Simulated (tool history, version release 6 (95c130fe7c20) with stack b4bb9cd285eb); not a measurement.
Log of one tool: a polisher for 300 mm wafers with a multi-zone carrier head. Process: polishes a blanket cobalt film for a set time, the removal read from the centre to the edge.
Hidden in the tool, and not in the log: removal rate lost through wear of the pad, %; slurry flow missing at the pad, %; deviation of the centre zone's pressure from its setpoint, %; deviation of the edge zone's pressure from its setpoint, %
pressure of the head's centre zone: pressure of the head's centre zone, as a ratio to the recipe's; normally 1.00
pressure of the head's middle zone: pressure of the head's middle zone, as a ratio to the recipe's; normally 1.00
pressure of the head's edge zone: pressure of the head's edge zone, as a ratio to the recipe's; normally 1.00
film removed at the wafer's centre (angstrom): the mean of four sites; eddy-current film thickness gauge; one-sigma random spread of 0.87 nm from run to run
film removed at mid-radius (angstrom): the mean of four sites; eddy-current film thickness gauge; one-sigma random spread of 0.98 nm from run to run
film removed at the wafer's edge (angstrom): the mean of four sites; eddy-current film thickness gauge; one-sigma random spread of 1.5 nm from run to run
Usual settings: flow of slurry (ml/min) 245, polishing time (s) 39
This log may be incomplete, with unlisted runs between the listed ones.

run	hour	flow of slurry (ml/min)	pressure of the head's centre zone	pressure of the head's middle zone	pressure of the head's edge zone	polishing time (s)	wafers since the last listed run	wafers polished on this pad	hours since the slurry nozzle was cleaned	hours since the centre zone pressure was calibrated	hours since the edge zone pressure was calibrated	hours since the carrier head's membrane was replaced	incoming thickness of the incoming film, nm	film removed at the wafer's centre (angstrom)	film removed at mid-radius (angstrom)	film removed at the wafer's edge (angstrom)
1	0.0	320	1.00	1.09	1.00	43	0	1427	510.7	233.1	535.2	749.8	985.4	1393	1524	1414
# hour 1.0: slurry nozzle cleaned
2	70.2	245	0.89	1.00	0.90	39	401	1829	69.2	303.3	605.4	820.0	997.0	1129	1281	1207
3	123.2	245	1.08	1.09	1.00	43	307	2136	122.2	356.3	658.4	873.0	976.4	1419	1472	1415
4	176.4	245	1.00	1.00	1.00	39	308	2445	175.4	409.5	711.6	926.2	992.5	1210	1299	1236
# hour 192.8: worn pad replaced by a new one
5	202.3	195	1.10	1.05	0.95	39	127	55	201.3	435.4	737.5	952.1	971.4	1271	1256	1183
6	239.4	215	1.00	1.00	0.96	26	215	270	238.4	472.5	774.6	989.2	983.1	804	841	815
# hour 294.9: centre zone pressure recalibrated
7	305.2	245	1.00	1.00	1.00	39	370	640	304.2	10.3	840.4	1055.0	979.0	1232	1295	1255
8	339.8	245	0.89	1.00	1.05	39	200	841	338.8	44.9	875.0	1089.6	996.9	1124	1286	1249
9	402.8	320	1.00	1.00	1.00	39	365	1207	401.8	107.9	938.0	1152.6	979.3	1281	1344	1268
# hour 460.7: edge zone pressure recalibrated
10	461.2	245	1.08	1.09	1.00	43	327	1534	460.2	166.3	0.5	1211.0	984.9	1428	1472	1389
# hour 502.5: slurry nozzle cleaned
11	504.7	245	1.00	1.00	1.00	39	246	1780	2.2	209.8	44.0	1254.5	1006.7	1216	1264	1258
12	568.8	245	1.00	1.06	1.09	39	371	2152	66.3	273.9	108.1	1318.6	978.8	1232	1303	1285
13	614.8	245	1.00	1.00	1.00	39	266	2419	112.3	319.9	154.1	1364.6	981.7	1217	1270	1272
14	671.6	245	1.00	1.00	1.00	46	329	2749	169.1	376.7	210.9	1421.4	996.6	1439	1492	1444
15	710.2	245	1.00	0.94	0.92	50	223	2973	207.7	415.3	249.5	1460.0	974.6	1577	1582	1541
# hour 738.0: centre zone pressure recalibrated
# hour 748.6: carrier head's membrane replaced by a new one
# hour 778.7: worn pad replaced by a new one
16	780.8	245	1.11	1.00	1.06	39	345	12	278.3	42.8	320.1	32.2	1005.1	1314	1276	1313
17	810.2	245	1.00	1.00	0.93	39	170	182	307.7	72.2	349.5	61.6	985.7	1238	1278	1224
18	839.6	245	1.00	1.00	1.00	39	170	353	337.1	101.6	378.9	91.0	987.8	1241	1294	1290
19	883.4	245	1.00	1.00	1.00	39	254	607	380.9	145.4	422.7	134.8	996.9	1221	1280	1260
20	983.4	245	1.00	1.00	1.08	26	580	1187	480.9	245.4	522.7	234.8	976.6	816	849	849
21	1009.8	245	0.90	0.96	0.95	30	153	1340	507.3	271.8	549.1	261.2	996.2	878	969	952

Forecast each of these 5 alternatives for the next run:
A	1010.2	245	1.00	1.00	1.00	39	2	1343	507.7	272.2	549.5	261.6	1000.2	?	?	?
B	1010.2	270	1.00	1.00	1.00	47	2	1343	507.7	272.2	549.5	261.6	1000.2	?	?	?
C	1010.2	245	0.93	1.11	1.09	28	2	1343	507.7	272.2	549.5	261.6	1000.2	?	?	?
D	1010.2	245	0.96	1.00	1.00	39	2	1343	507.7	272.2	549.5	261.6	1000.2	?	?	?
E	1010.2	245	1.08	1.00	1.12	49	2	1343	507.7	272.2	549.5	261.6	1000.2	?	?	?

run	film removed at the wafer's centre (angstrom)	film removed at mid-radius (angstrom)	film removed at the wafer's edge (angstrom)
A	1217	1289	1240
B	1487	1572	1508
C	832	974	923
D	1184	1289	1240
E	1613	1618	1636
Had the tool no hidden state, the same runs would have come out as:
run	film removed at the wafer's centre (angstrom)	film removed at mid-radius (angstrom)	film removed at the wafer's edge (angstrom)
A	1217	1289	1240
B	1487	1572	1508
C	832	974	923
D	1184	1289	1240
E	1613	1618	1636
